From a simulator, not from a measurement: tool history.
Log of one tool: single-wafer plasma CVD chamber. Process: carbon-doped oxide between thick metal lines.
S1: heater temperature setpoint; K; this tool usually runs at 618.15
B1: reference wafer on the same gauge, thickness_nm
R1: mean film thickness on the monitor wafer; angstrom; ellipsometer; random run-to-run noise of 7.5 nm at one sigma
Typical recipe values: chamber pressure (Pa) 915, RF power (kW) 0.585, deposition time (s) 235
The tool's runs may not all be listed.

run 1 hour=0 | S1=618.15 chamber_pressure_(Pa)=1003 RF_power_(kW)=0.585 deposition_time_(s)=235 | B1=1371.412 | R1=12193.64
run 2 hour=18.6 | S1=618.15 chamber_pressure_(Pa)=915 RF_power_(kW)=0.585 deposition_time_(s)=235 | B1=1368.988 | R1=12233.1
run 3 hour=34.2 | S1=618.15 chamber_pressure_(Pa)=915 RF_power_(kW)=0.585 deposition_time_(s)=235 | B1=1369.712 | R1=12047.91
-- hour=58.9 capacitance manometer re-zeroed and calibrated
run 4 hour=62 | S1=618.15 chamber_pressure_(Pa)=915 RF_power_(kW)=0.585 deposition_time_(s)=235 | B1=1369.802 | R1=12283.05
run 5 hour=138.1 | S1=618.15 chamber_pressure_(Pa)=915 RF_power_(kW)=0.585 deposition_time_(s)=235 | B1=1372.337 | R1=12180.04
run 6 hour=155.8 | S1=618.15 chamber_pressure_(Pa)=915 RF_power_(kW)=0.585 deposition_time_(s)=235 | B1=1369.237 | R1=12226.79
run 7 hour=178.6 | S1=618.15 chamber_pressure_(Pa)=915 RF_power_(kW)=0.585 deposition_time_(s)=235 | B1=1367.997 | R1=12191.36
-- hour=201.1 RF generator calibrated
run 8 hour=211.5 | S1=618.15 chamber_pressure_(Pa)=915 RF_power_(kW)=0.585 deposition_time_(s)=235 | B1=1370.974 | R1=12888.61
-- hour=242.9 showerhead replaced
run 9 hour=246.5 | S1=618.15 chamber_pressure_(Pa)=915 RF_power_(kW)=0.585 deposition_time_(s)=235 | B1=1369.861 | R1=12903.74
run 10 hour=277.3 | S1=618.15 chamber_pressure_(Pa)=704 RF_power_(kW)=0.585 deposition_time_(s)=235 | B1=1370.302 | R1=12485.25
run 11 hour=297.1 | S1=612.15 chamber_pressure_(Pa)=741 RF_power_(kW)=0.65 deposition_time_(s)=277 | B1=1367.663 | R1=16388.08
run 12 hour=330 | S1=618.15 chamber_pressure_(Pa)=915 RF_power_(kW)=0.585 deposition_time_(s)=235 | B1=1367.928 | R1=12708.31
-- hour=346.6 thermocouple changed; heater temperature recalibrated
run 13 hour=357.3 | S1=618.15 chamber_pressure_(Pa)=915 RF_power_(kW)=0.585 deposition_time_(s)=235 | B1=1369.09 | R1=12821.94
run 14 hour=385.8 | S1=618.15 chamber_pressure_(Pa)=701 RF_power_(kW)=0.585 deposition_time_(s)=206 | B1=1368.733 | R1=11032.08
run 15 hour=411.1 | S1=625.15 chamber_pressure_(Pa)=915 RF_power_(kW)=0.585 deposition_time_(s)=249 | B1=1370.244 | R1=13274.02
run 16 hour=429.1 | S1=618.15 chamber_pressure_(Pa)=915 RF_power_(kW)=0.585 deposition_time_(s)=235 | B1=1370.195 | R1=12692.96
run 17 hour=452 | S1=618.15 chamber_pressure_(Pa)=915 RF_power_(kW)=0.585 deposition_time_(s)=235 | B1=1370.402 | R1=12751.31
run 18 hour=466.6 | S1=623.15 chamber_pressure_(Pa)=915 RF_power_(kW)=0.625 deposition_time_(s)=235 | B1=1369.916 | R1=13243.34
run 19 hour=498.8 | S1=618.15 chamber_pressure_(Pa)=695 RF_power_(kW)=0.53 deposition_time_(s)=235 | B1=1370.165 | R1=11533.28
-- hour=505 gauge calibrated
run 20 hour=519.2 | S1=618.15 chamber_pressure_(Pa)=1031 RF_power_(kW)=0.585 deposition_time_(s)=235 | B1=1369.26 | R1=12773.56
run 21 hour=554.9 | S1=618.15 chamber_pressure_(Pa)=915 RF_power_(kW)=0.585 deposition_time_(s)=235 | B1=1371.179 | R1=12572.39
run 22 hour=586.7 | S1=606.15 chamber_pressure_(Pa)=915 RF_power_(kW)=0.585 deposition_time_(s)=235 | B1=1370.475 | R1=13101.14
run 23 hour=612.6 | S1=628.15 chamber_pressure_(Pa)=1053 RF_power_(kW)=0.615 deposition_time_(s)=208 | B1=1369.232 | R1=11339.61
run 24 hour=647.1 | S1=633.15 chamber_pressure_(Pa)=829 RF_power_(kW)=0.495 deposition_time_(s)=235 | B1=1370.519 | R1=10434.03
run 25 hour=676.9 | S1=624.15 chamber_pressure_(Pa)=984 RF_power_(kW)=0.585 deposition_time_(s)=269 | B1=1370.072 | R1=14192.76
run 26 hour=712.9 | S1=612.15 chamber_pressure_(Pa)=696 RF_power_(kW)=0.675 deposition_time_(s)=200 | B1=1369.073 | R1=11766.44
run 27 hour=726.8 | S1=630.15 chamber_pressure_(Pa)=1115 RF_power_(kW)=0.585 deposition_time_(s)=235 | B1=1370.248 | R1=12267.72
run 28 hour=759.9 | S1=629.15 chamber_pressure_(Pa)=737 RF_power_(kW)=0.525 deposition_time_(s)=235 | B1=1369.723 | R1=10983.37
run 29 hour=786.5 | S1=618.15 chamber_pressure_(Pa)=915 RF_power_(kW)=0.585 deposition_time_(s)=235 | B1=1370.367 | R1=12514.92

What was the tool's hidden state at every run in the log?
wafer temperature above the value expected at the setpoint (K): 0 across all the runs
true pressure above the setpoint (%): 0 across all the runs
gauge reads high (%): 0 across all the runs
H1: delivered RF power above the setpoint (%)
run=1 H1=-9.03
run=2 H1=-9.04
run=3 H1=-9.06
run=4 H1=-9.08
run=5 H1=-9.14
run=6 H1=-9.16
run=7 H1=-9.17
run=8 H1=-1.24
run=9 H1=-1.62
run=10 H1=-1.95
run=11 H1=-2.15
run=12 H1=-2.47
run=13 H1=-2.72
run=14 H1=-2.98
run=15 H1=-3.2
run=16 H1=-3.35
run=17 H1=-3.54
run=18 H1=-3.66
run=19 H1=-3.91
run=20 H1=-4.06
run=21 H1=-4.32
run=22 H1=-4.53
run=23 H1=-4.71
run=24 H1=-4.93
run=25 H1=-5.11
run=26 H1=-5.32
run=27 H1=-5.4
run=28 H1=-5.58
run=29 H1=-5.72
